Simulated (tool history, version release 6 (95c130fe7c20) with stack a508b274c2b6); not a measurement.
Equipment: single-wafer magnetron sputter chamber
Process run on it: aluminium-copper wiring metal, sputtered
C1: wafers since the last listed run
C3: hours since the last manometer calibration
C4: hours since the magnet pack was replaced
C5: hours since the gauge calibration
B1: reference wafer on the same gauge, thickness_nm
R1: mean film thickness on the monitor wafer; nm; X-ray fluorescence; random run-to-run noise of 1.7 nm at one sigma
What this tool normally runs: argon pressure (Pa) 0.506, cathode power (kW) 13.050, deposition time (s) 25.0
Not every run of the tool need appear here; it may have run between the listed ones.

Run 1, hour 0.0: usual settings; C1 0; wafers on the sputter target 11849; C3 843.9; C4 10974.4; C5 2338.8; B1 577.876. Result: R1 519.528 nm.
Run 2, hour 103.0: usual settings; C1 2046; wafers on the sputter target 13895; C3 946.9; C4 11077.4; C5 2441.8; B1 578.266. Result: R1 512.524 nm.
Run 3, hour 199.9: usual settings; C1 1924; wafers on the sputter target 15820; C3 1043.8; C4 11174.3; C5 2538.7; B1 577.597. Result: R1 517.616 nm.
At hour 268.7: capacitance manometer re-zeroed and calibrated.
Run 4, hour 270.7: usual settings; C1 1247; wafers on the sputter target 17067; C3 2.0; C4 11245.1; C5 2609.5; B1 578.239. Result: R1 510.582 nm.
Run 5, hour 351.3: usual settings; C1 1601; wafers on the sputter target 18669; C3 82.6; C4 11325.7; C5 2690.1; B1 578.166. Result: R1 512.041 nm.
At hour 362.3: sputter target and shields replaced.
At hour 618.7: magnet pack replaced, of another model than before.
Run 6, hour 644.7: usual settings; C1 5510; wafers on the sputter target 5451; C3 376.0; C4 26.0; C5 2983.5; B1 578.225. Result: R1 515.540 nm.
Run 7, hour 731.6: usual settings but argon pressure (Pa) 0.363, deposition time (s) 21.5; C1 1726; wafers on the sputter target 7177; C3 462.9; C4 112.9; C5 3070.4; B1 577.899. Result: R1 490.074 nm.
Run 8, hour 836.4: usual settings but argon pressure (Pa) 0.363, deposition time (s) 21.5; C1 2081; wafers on the sputter target 9259; C3 567.7; C4 217.7; C5 3175.2; B1 577.442. Result: R1 492.754 nm.
Run 9, hour 910.2: usual settings but argon pressure (Pa) 0.363, deposition time (s) 21.5; C1 1465; wafers on the sputter target 10725; C3 641.5; C4 291.5; C5 3249.0; B1 578.110. Result: R1 488.717 nm.
Run 10, hour 1079.7: usual settings; C1 3367; wafers on the sputter target 14092; C3 811.0; C4 461.0; C5 3418.5; B1 578.185. Result: R1 520.102 nm.
Run 11, hour 1152.0: usual settings but argon pressure (Pa) 0.577, cathode power (kW) 15.100, deposition time (s) 23.1; C1 1436; wafers on the sputter target 15528; C3 883.3; C4 533.3; C5 3490.8; B1 578.108. Result: R1 530.580 nm.
Run 12, hour 1234.9: usual settings but argon pressure (Pa) 0.699, cathode power (kW) 12.000; C1 1646; wafers on the sputter target 17175; C3 966.2; C4 616.2; C5 3573.7; B1 577.701. Result: R1 424.288 nm.
At hour 1324.3: sputter target and shields replaced.
Run 13, hour 1338.2: usual settings but cathode power (kW) 10.200, deposition time (s) 27.0; C1 1893; wafers on the sputter target 276; C3 1069.5; C4 719.5; C5 3677.0; B1 578.140. Result: R1 438.627 nm.
At hour 1416.8: capacitance manometer re-zeroed and calibrated.
Run 14, hour 1432.1: usual settings; C1 1706; wafers on the sputter target 1982; C3 15.3; C4 813.4; C5 3770.9; B1 577.748. Result: R1 509.901 nm.
Run 15, hour 1505.4: usual settings but argon pressure (Pa) 0.690, cathode power (kW) 11.350, deposition time (s) 23.0; C1 1456; wafers on the sputter target 3438; C3 88.6; C4 886.7; C5 3844.2; B1 578.565. Result: R1 361.090 nm.
Run 16, hour 1571.4: usual settings; C1 1311; wafers on the sputter target 4749; C3 154.6; C4 952.7; C5 3910.2; B1 577.921. Result: R1 513.309 nm.
At hour 1577.8: gauge calibrated.
Run 17, hour 1654.5: usual settings; C1 1650; wafers on the sputter target 6400; C3 237.7; C4 1035.8; C5 76.7; B1 578.338. Result: R1 515.073 nm.
Run 18, hour 1720.5: usual settings but cathode power (kW) 16.250; C1 1311; wafers on the sputter target 7711; C3 303.7; C4 1101.8; C5 142.7; B1 578.009. Result: R1 641.404 nm.
Run 19, hour 1824.5: usual settings but cathode power (kW) 15.250, deposition time (s) 23.2; C1 2065; wafers on the sputter target 9777; C3 407.7; C4 1205.8; C5 246.7; B1 577.976. Result: R1 559.380 nm.

Estimate the outcome of run 20 from the log above:
Run 20, hour 1881.6: usual settings; C1 1134; wafers on the sputter target 10911; C3 464.8; C4 1262.9; C5 303.8; B1 ?. Result: R1 ?.

Run 20 came out at B1 578.038, R1 514.477 nm.
The same run, on a tool lacking any hidden state, would have yielded R1 509.684 nm.
